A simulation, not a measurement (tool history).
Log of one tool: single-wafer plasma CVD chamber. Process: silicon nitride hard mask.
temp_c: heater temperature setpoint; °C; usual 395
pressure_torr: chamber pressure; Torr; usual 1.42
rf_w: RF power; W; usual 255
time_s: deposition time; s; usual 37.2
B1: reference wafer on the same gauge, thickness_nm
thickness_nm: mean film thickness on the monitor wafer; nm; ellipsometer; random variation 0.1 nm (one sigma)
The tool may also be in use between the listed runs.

{"run": 1, "hour": 0.0, "temp_c": 395, "pressure_torr": 1.42, "rf_w": 255, "time_s": 37.2, "B1": 35.498, "thickness_nm": 37.795}
{"run": 2, "hour": 29.4, "temp_c": 395, "pressure_torr": 1.42, "rf_w": 265, "time_s": 37.2, "B1": 35.501, "thickness_nm": 39.232}
{"run": 3, "hour": 53.6, "temp_c": 402, "pressure_torr": 1.42, "rf_w": 215, "time_s": 37.2, "B1": 35.476, "thickness_nm": 32.394}
{"hour": 80.5, "done": "showerhead replaced"}
{"run": 4, "hour": 87.3, "temp_c": 395, "pressure_torr": 1.42, "rf_w": 255, "time_s": 37.2, "B1": 35.497, "thickness_nm": 37.826}
{"run": 5, "hour": 108.7, "temp_c": 395, "pressure_torr": 1.42, "rf_w": 240, "time_s": 37.2, "B1": 35.51, "thickness_nm": 35.839}
{"run": 6, "hour": 125.3, "temp_c": 395, "pressure_torr": 1.42, "rf_w": 240, "time_s": 37.2, "B1": 35.489, "thickness_nm": 36.066}
{"run": 7, "hour": 152.1, "temp_c": 395, "pressure_torr": 1.42, "rf_w": 255, "time_s": 42.5, "B1": 35.486, "thickness_nm": 43.311}
{"run": 8, "hour": 184.2, "temp_c": 395, "pressure_torr": 1.42, "rf_w": 255, "time_s": 42.5, "B1": 35.512, "thickness_nm": 42.972}
{"run": 9, "hour": 198.5, "temp_c": 389, "pressure_torr": 1.2, "rf_w": 255, "time_s": 37.2, "B1": 35.53, "thickness_nm": 36.232}
{"run": 10, "hour": 219.4, "temp_c": 395, "pressure_torr": 1.42, "rf_w": 265, "time_s": 37.2, "B1": 35.511, "thickness_nm": 39.057}
{"run": 11, "hour": 233.3, "temp_c": 395, "pressure_torr": 1.23, "rf_w": 295, "time_s": 34.3, "B1": 35.507, "thickness_nm": 37.891}
{"hour": 250.2, "done": "thermocouple changed; heater temperature recalibrated"}
{"run": 12, "hour": 254.3, "temp_c": 395, "pressure_torr": 1.42, "rf_w": 240, "time_s": 37.2, "B1": 35.474, "thickness_nm": 35.927}
{"hour": 259.7, "done": "gauge calibrated"}
{"run": 13, "hour": 274.4, "temp_c": 395, "pressure_torr": 1.42, "rf_w": 240, "time_s": 33.4, "B1": 35.487, "thickness_nm": 32.172}
{"hour": 289.1, "done": "RF generator calibrated"}
{"run": 14, "hour": 298.0, "temp_c": 395, "pressure_torr": 1.42, "rf_w": 255, "time_s": 34.1, "B1": 35.486, "thickness_nm": 34.736}
{"run": 15, "hour": 324.6, "temp_c": 395, "pressure_torr": 1.68, "rf_w": 255, "time_s": 37.2, "B1": 35.498, "thickness_nm": 39.583}
{"run": 16, "hour": 348.5, "temp_c": 407, "pressure_torr": 1.59, "rf_w": 255, "time_s": 41, "B1": 35.493, "thickness_nm": 42.48}
{"run": 17, "hour": 362.1, "temp_c": 395, "pressure_torr": 1.42, "rf_w": 255, "time_s": 37.2, "B1": 35.471, "thickness_nm": 37.896}
{"run": 18, "hour": 388.7, "temp_c": 404, "pressure_torr": 1.18, "rf_w": 275, "time_s": 44.3, "B1": 35.487, "thickness_nm": 45.388}
{"run": 19, "hour": 408.2, "temp_c": 395, "pressure_torr": 1.42, "rf_w": 255, "time_s": 37.2, "B1": 35.526, "thickness_nm": 37.746}
{"run": 20, "hour": 423.1, "temp_c": 395, "pressure_torr": 1.42, "rf_w": 255, "time_s": 37.2, "B1": 35.468, "thickness_nm": 37.699}
{"hour": 444.9, "done": "capacitance manometer re-zeroed and calibrated"}
{"run": 21, "hour": 502.4, "temp_c": 395, "pressure_torr": 1.17, "rf_w": 280, "time_s": 40.4, "B1": 35.486, "thickness_nm": 42.785}
{"run": 22, "hour": 524.2, "temp_c": 408, "pressure_torr": 1.1, "rf_w": 225, "time_s": 29.9, "B1": 35.493, "thickness_nm": 25.857}
{"run": 23, "hour": 550.4, "temp_c": 395, "pressure_torr": 1.42, "rf_w": 270, "time_s": 41.6, "B1": 35.474, "thickness_nm": 45.027}
{"run": 24, "hour": 565.9, "temp_c": 395, "pressure_torr": 1.42, "rf_w": 255, "time_s": 37.2, "B1": 35.488, "thickness_nm": 38.387}
{"run": 25, "hour": 620.0, "temp_c": 395, "pressure_torr": 1.42, "rf_w": 240, "time_s": 37.2, "B1": 35.504, "thickness_nm": 36.367}
{"run": 26, "hour": 655.0, "temp_c": 395, "pressure_torr": 1.42, "rf_w": 255, "time_s": 37.2, "B1": 35.532, "thickness_nm": 38.504}
{"run": 27, "hour": 680.2, "temp_c": 407, "pressure_torr": 1.42, "rf_w": 255, "time_s": 37.2, "B1": 35.496, "thickness_nm": 38.174}
{"run": 28, "hour": 704.2, "temp_c": 410, "pressure_torr": 1.42, "rf_w": 255, "time_s": 44, "B1": 35.487, "thickness_nm": 45.107}

Forecast each of these 5 alternatives for the next run:
{"run": "A", "hour": 704.6, "temp_c": 395, "pressure_torr": 1.42, "rf_w": 255, "time_s": 37.2, "B1": "?", "thickness_nm": "?"}
{"run": "B", "hour": 704.6, "temp_c": 385, "pressure_torr": 1.75, "rf_w": 255, "time_s": 31.6, "B1": "?", "thickness_nm": "?"}
{"run": "C", "hour": 704.6, "temp_c": 383, "pressure_torr": 1.42, "rf_w": 255, "time_s": 37.2, "B1": "?", "thickness_nm": "?"}
{"run": "D", "hour": 704.6, "temp_c": 409, "pressure_torr": 1.32, "rf_w": 255, "time_s": 37.2, "B1": "?", "thickness_nm": "?"}
{"run": "E", "hour": 704.6, "temp_c": 383, "pressure_torr": 1.42, "rf_w": 275, "time_s": 31.3, "B1": "?", "thickness_nm": "?"}

run=A B1=35.508 thickness_nm=38.506
run=B B1=35.508 thickness_nm=34.617
run=C B1=35.508 thickness_nm=38.677
run=D B1=35.508 thickness_nm=37.589
run=E B1=35.508 thickness_nm=34.693
Without the tool's hidden state the same runs would have given:
run=A thickness_nm=38.621
run=B thickness_nm=34.713
run=C thickness_nm=38.792
run=D thickness_nm=37.706
run=E thickness_nm=34.796

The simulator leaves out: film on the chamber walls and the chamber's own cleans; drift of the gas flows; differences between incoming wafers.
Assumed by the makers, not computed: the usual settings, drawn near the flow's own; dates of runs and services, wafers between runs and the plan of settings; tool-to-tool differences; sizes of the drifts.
